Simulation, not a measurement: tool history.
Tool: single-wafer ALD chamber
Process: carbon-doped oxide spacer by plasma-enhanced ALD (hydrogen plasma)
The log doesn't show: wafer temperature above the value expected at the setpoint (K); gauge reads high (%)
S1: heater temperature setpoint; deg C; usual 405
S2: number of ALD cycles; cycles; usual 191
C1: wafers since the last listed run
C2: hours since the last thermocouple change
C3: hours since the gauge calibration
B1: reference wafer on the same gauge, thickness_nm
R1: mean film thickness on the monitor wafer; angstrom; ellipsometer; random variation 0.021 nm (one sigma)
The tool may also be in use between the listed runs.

| run | hour | S1 | S2 | C1 | C2 | C3 | B1 | R1 |
|---|---|---|---|---|---|---|---|---|
| 1 | 0.0 | 405 | 182 | 0 | 463.8 | 572.8 | 8.170 | 79.24 |
|  | 65.4 | gauge calibrated |
| 2 | 95.7 | 405 | 182 | 215 | 559.5 | 30.3 | 8.170 | 78.60 |
| 3 | 118.8 | 413 | 209 | 52 | 582.6 | 53.4 | 8.172 | 88.30 |
| 4 | 147.8 | 415 | 205 | 65 | 611.6 | 82.4 | 8.172 | 86.39 |
| 5 | 160.4 | 415 | 205 | 28 | 624.2 | 95.0 | 8.168 | 86.04 |
| 6 | 184.5 | 405 | 191 | 54 | 648.3 | 119.1 | 8.172 | 82.73 |
| 7 | 215.0 | 405 | 191 | 68 | 678.8 | 149.6 | 8.170 | 82.48 |
| 8 | 227.5 | 405 | 191 | 28 | 691.3 | 162.1 | 8.166 | 82.56 |
| 9 | 259.0 | 397 | 175 | 70 | 722.8 | 193.6 | 8.171 | 77.45 |
| 10 | 287.8 | 397 | 175 | 64 | 751.6 | 222.4 | 8.168 | 77.51 |
| 11 | 317.3 | 417 | 191 | 66 | 781.1 | 251.9 | 8.174 | 79.77 |
| 12 | 347.9 | 405 | 191 | 68 | 811.7 | 282.5 | 8.167 | 82.49 |
| 13 | 363.0 | 405 | 191 | 34 | 826.8 | 297.6 | 8.167 | 82.36 |
| 14 | 393.8 | 405 | 191 | 69 | 857.6 | 328.4 | 8.171 | 82.22 |
| 15 | 410.6 | 410 | 191 | 37 | 874.4 | 345.2 | 8.168 | 81.29 |
| 16 | 425.1 | 410 | 191 | 32 | 888.9 | 359.7 | 8.167 | 80.77 |
| 17 | 439.1 | 410 | 191 | 31 | 902.9 | 373.7 | 8.168 | 81.09 |
| 18 | 462.8 | 405 | 191 | 53 | 926.6 | 397.4 | 8.169 | 82.13 |
| 19 | 498.0 | 417 | 191 | 79 | 961.8 | 432.6 | 8.169 | 79.57 |
| 20 | 529.8 | 415 | 205 | 71 | 993.6 | 464.4 | 8.170 | 85.87 |
| 21 | 554.9 | 400 | 167 | 56 | 1018.7 | 489.5 | 8.170 | 72.25 |
| 22 | 571.8 | 405 | 191 | 38 | 1035.6 | 506.4 | 8.172 | 82.24 |
|  | 583.3 | gauge calibrated |
| 23 | 599.8 | 417 | 179 | 63 | 1063.6 | 16.5 | 8.167 | 74.32 |
| 24 | 615.8 | 401 | 218 | 36 | 1079.6 | 32.5 | 8.170 | 94.24 |
|  | 629.5 | thermocouple changed; heater temperature recalibrated |
| 25 | 643.8 | 412 | 226 | 45 | 14.3 | 60.5 | 8.168 | 96.26 |
| 26 | 678.4 | 405 | 191 | 77 | 48.9 | 95.1 | 8.170 | 83.10 |
| 27 | 700.3 | 398 | 171 | 49 | 70.8 | 117.0 | 8.169 | 75.73 |
| 28 | 717.9 | 418 | 176 | 39 | 88.4 | 134.6 | 8.165 | 73.81 |
| 29 | 755.4 | 397 | 166 | 84 | 125.9 | 172.1 | 8.169 | 73.14 |
| 30 | 788.4 | 414 | 191 | 74 | 158.9 | 205.1 | 8.174 | 81.21 |
| 31 | 817.1 | 409 | 161 | 64 | 187.6 | 233.8 | 8.169 | 69.43 |
| 32 | 872.5 | 405 | 173 | 124 | 243.0 | 289.2 | 8.172 | 75.60 |
| 33 | 892.6 | 405 | 191 | 45 | 263.1 | 309.3 | 8.169 | 83.12 |
| 34 | 908.8 | 397 | 228 | 36 | 279.3 | 325.5 | 8.172 | 100.82 |
| 35 | 941.3 | 405 | 182 | 73 | 311.8 | 358.0 | 8.173 | 78.85 |
| 36 | 966.6 | 414 | 204 | 57 | 337.1 | 383.3 | 8.172 | 86.84 |
| 37 | 995.2 | 393 | 191 | 64 | 365.7 | 411.9 | 8.169 | 84.31 |

What the log doesn't show, run by run:
gauge reads high (%): 0 in every run
H1: wafer temperature above the value expected at the setpoint (K)
| run | H1 |
|---|---|
| 1 | 1.14 |
| 2 | 1.61 |
| 3 | 1.74 |
| 4 | 1.91 |
| 5 | 1.99 |
| 6 | 2.14 |
| 7 | 2.34 |
| 8 | 2.42 |
| 9 | 2.64 |
| 10 | 2.84 |
| 11 | 3.07 |
| 12 | 3.3 |
| 13 | 3.42 |
| 14 | 3.68 |
| 15 | 3.82 |
| 16 | 3.94 |
| 17 | 4.07 |
| 18 | 4.28 |
| 19 | 4.6 |
| 20 | 4.91 |
| 21 | 5.15 |
| 22 | 5.32 |
| 23 | 5.61 |
| 24 | 5.78 |
| 25 | 0.0545 |
| 26 | 0.0652 |
| 27 | 0.078 |
| 28 | 0.0916 |
| 29 | 0.131 |
| 30 | 0.177 |
| 31 | 0.225 |
| 32 | 0.342 |
| 33 | 0.392 |
| 34 | 0.434 |
| 35 | 0.528 |
| 36 | 0.608 |
| 37 | 0.707 |

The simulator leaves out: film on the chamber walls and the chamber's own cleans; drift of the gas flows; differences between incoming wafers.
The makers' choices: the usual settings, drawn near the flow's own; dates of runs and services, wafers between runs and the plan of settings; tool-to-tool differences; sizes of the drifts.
